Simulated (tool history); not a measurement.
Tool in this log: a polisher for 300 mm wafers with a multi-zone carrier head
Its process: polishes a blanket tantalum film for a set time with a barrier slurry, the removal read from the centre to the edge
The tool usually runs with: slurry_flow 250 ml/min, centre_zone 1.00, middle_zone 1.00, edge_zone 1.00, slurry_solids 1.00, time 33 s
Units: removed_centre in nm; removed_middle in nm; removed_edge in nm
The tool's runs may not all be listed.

run     day  slurry_flow  centre_zone  middle_zone  edge_zone  slurry_solids  time  incoming thickness of the incoming film, nm  removed_centre  removed_middle  removed_edge
  1   0.000          250         1.00         1.00       0.91           1.00    33                                        330.5            46.6            47.8          46.3
      1.121  -- slurry nozzle cleaned
      2.058  -- worn pad replaced by a new one
  2   2.125          250         1.00         1.00       0.91           1.00    33                                        331.7            51.2            52.5          51.8
  3   4.488          250         1.00         1.00       1.00           1.00    33                                        330.0            48.6            49.7          51.2
  4   6.792          250         1.00         1.00       1.00           1.00    33                                        323.9            47.7            48.7          48.8
      7.158  -- edge zone pressure recalibrated
  5   7.800          250         1.09         1.00       1.00           1.00    33                                        333.7            49.6            48.8          49.0
  6   9.483          250         1.00         1.00       1.00           1.10    33                                        329.1            47.8            49.8          48.2
  7  11.100          250         1.00         1.00       1.00           1.00    27                                        334.5            37.7            38.9          39.7
     11.554  -- worn pad replaced by a new one
     12.342  -- slurry nozzle cleaned
  8  14.058          250         1.00         1.00       1.00           1.00    27                                        324.6            40.4            40.8          41.2
     15.279  -- carrier head's membrane replaced by a new one
  9  16.758          250         1.00         1.00       1.00           1.00    36                                        329.0            52.4            53.4          53.5
 10  17.867          250         1.00         1.00       1.00           1.10    33                                        330.3            48.5            50.2          49.5
     20.896  -- worn pad replaced by a new one
 11  20.917          250         1.00         1.00       1.00           1.00    33                                        328.3            51.8            52.9          53.3
 12  23.425          250         1.00         0.90       1.00           1.15    38                                        330.4            58.1            54.6          60.6
 13  24.767          250         0.94         1.00       1.00           1.00    33                                        329.2            46.4            49.4          49.8
     26.179  -- centre zone pressure recalibrated
 14  26.392          250         1.00         1.00       0.91           1.00    45                                        328.3            64.0            65.4          66.0
     27.288  -- slurry nozzle cleaned
 15  27.492          250         1.00         1.00       1.00           1.15    33                                        325.8            48.2            49.7          50.2
 16  29.375          250         1.10         1.00       1.00           1.00    33                                        334.7            50.1            48.1          49.0
     29.704  -- worn pad replaced by a new one
 17  30.675          250         1.00         1.00       1.00           1.00    33                                        330.5            50.6            51.3          52.2
 18  33.604          320         1.08         1.00       1.07           0.70    33                                        335.1            47.6            46.7          48.3
 19  35.521          250         1.00         1.10       1.00           0.80    33                                        333.3            44.5            49.9          46.9
 20  37.121          205         1.00         1.00       0.94           1.15    33                                        334.1            47.7            47.9          47.9
     38.879  -- slurry nozzle cleaned
 21  39.679          185         1.00         1.05       1.00           1.00    43                                        334.1            57.9            62.4          61.1

Same runs, no hidden state in the tool, same run-to-run variation:
The hidden state here: removal rate lost through wear of the pad, %; slurry flow missing at the pad, %; deviation of the centre zone's pressure from its setpoint, %; deviation of the edge zone's pressure from its setpoint, %.
run  removed_centre  removed_middle  removed_edge
  1            51.8            53.1          51.4
  2            51.8            53.2          52.5
  3            52.0            53.1          54.7
  4            52.3            53.4          53.5
  5            54.8            53.9          54.1
  6            53.2            55.4          53.6
  7            42.1            43.5          44.4
  8            42.8            43.3          43.7
  9            57.2            58.2          58.3
 10            53.3            55.1          54.4
 11            52.1            53.2          53.6
 12            61.7            58.1          64.5
 13            50.2            53.4          53.8
 14            70.2            71.7          72.3
 15            53.1            54.8          55.3
 16            55.5            53.3          54.4
 17            52.7            53.4          54.3
 18            52.0            51.0          52.7
 19            49.3            55.3          52.0
 20            53.2            53.5          53.4
 21            65.0            70.1          68.7
